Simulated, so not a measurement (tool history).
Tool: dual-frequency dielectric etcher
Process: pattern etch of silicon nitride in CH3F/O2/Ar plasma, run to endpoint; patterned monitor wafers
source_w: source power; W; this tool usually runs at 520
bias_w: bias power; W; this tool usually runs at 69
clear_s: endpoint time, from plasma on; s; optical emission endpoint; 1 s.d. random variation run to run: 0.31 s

run,hour,source_w,bias_w,wafers since the last listed run,hours since the last wet clean,hours since the last source power generator calibration,hours since the last bias power generator calibration,hours since the last upper electrode change,"incoming incoming film thickness, nm",clear_s
1,0.0,520,69,0,162.6,1723.9,2521.3,4419.1,27.56,37.1
2,15.3,520,69,251,177.9,1739.2,2536.6,4434.4,27.75,37.0
3,45.5,520,69,496,208.1,1769.4,2566.8,4464.6,27.66,37.0
4,69.6,520,69,395,232.2,1793.5,2590.9,4488.7,27.59,37.6
5,97.3,520,69,455,259.9,1821.2,2618.6,4516.4,27.82,36.7
6,132.1,520,69,571,294.7,1856.0,2653.4,4551.2,27.72,37.1
7,150.1,520,69,295,312.7,1874.0,2671.4,4569.2,27.73,36.8
8,216.8,520,69,1095,379.4,1940.7,2738.1,4635.9,27.60,36.3
9,239.4,520,69,371,402.0,1963.3,2760.7,4658.5,27.23,35.6
# hour 265.4: wet clean of the chamber
10,267.9,520,69,73,2.5,1991.8,2789.2,4687.0,27.62,37.9
11,294.3,520,69,433,28.9,2018.2,2815.6,4713.4,27.67,38.0
12,322.9,520,69,469,57.5,2046.8,2844.2,4742.0,27.68,37.7
13,345.7,520,69,374,80.3,2069.6,2867.0,4764.8,27.47,37.7
# hour 377.6: source power generator calibrated
14,399.9,520,69,824,134.5,22.3,2921.2,4819.0,27.69,37.5
15,413.5,520,69,223,148.1,35.9,2934.8,4832.6,27.44,36.9
# hour 427.5: bias power generator calibrated
16,437.8,520,69,333,172.4,60.2,10.3,4856.9,27.59,36.7
# hour 481.2: upper electrode replaced, of another model than before
17,539.7,410,53,1279,274.3,162.1,112.2,58.5,27.70,42.4
18,564.1,410,60,400,298.7,186.5,136.6,82.9,27.60,40.3
19,598.5,520,69,565,333.1,220.9,171.0,117.3,27.45,36.4
20,641.4,570,69,704,376.0,263.8,213.9,160.2,27.57,35.5
# hour 676.6: wet clean of the chamber
21,677.1,520,60,192,0.5,299.5,249.6,195.9,27.41,40.1
22,696.5,600,69,318,19.9,318.9,269.0,215.3,27.45,37.0
23,718.0,630,69,353,41.4,340.4,290.5,236.8,27.68,37.3
24,737.8,600,69,325,61.2,360.2,310.3,256.6,27.43,37.0
25,757.3,520,78,320,80.7,379.7,329.8,276.1,27.53,36.0
26,782.5,650,81,413,105.9,404.9,355.0,301.3,27.64,34.7
27,844.5,630,63,1018,167.9,466.9,417.0,363.3,27.56,37.4
28,872.3,520,69,456,195.7,494.7,444.8,391.1,27.60,37.6
29,894.4,570,86,363,217.8,516.8,466.9,413.2,27.41,33.5
30,926.1,640,69,520,249.5,548.5,498.6,444.9,27.54,35.8
31,1027.4,390,74,1664,350.8,649.8,599.9,546.2,27.32,37.1
32,1089.9,610,58,1026,413.3,712.3,662.4,608.7,27.50,37.3
# hour 1124.0: wet clean of the chamber
33,1124.5,620,80,174,0.5,746.9,697.0,643.3,27.68,35.4
34,1140.2,520,69,257,16.2,762.6,712.7,659.0,27.55,38.8
35,1169.2,600,81,476,45.2,791.6,741.7,688.0,27.75,35.3
36,1185.1,650,63,261,61.1,807.5,757.6,703.9,27.87,38.2

Predict each of these 3 candidate next runs independently; none follows another, all start after run 36:
A,1185.5,520,69,6,61.5,807.9,758.0,704.3,27.65,?
B,1185.5,520,74,6,61.5,807.9,758.0,704.3,27.65,?
C,1185.5,430,69,6,61.5,807.9,758.0,704.3,27.65,?

run,clear_s
A,37.9
B,37.0
C,39.1
What these runs would have given with no unlogged condition in the tool:
run,clear_s
A,38.0
B,37.0
C,39.1
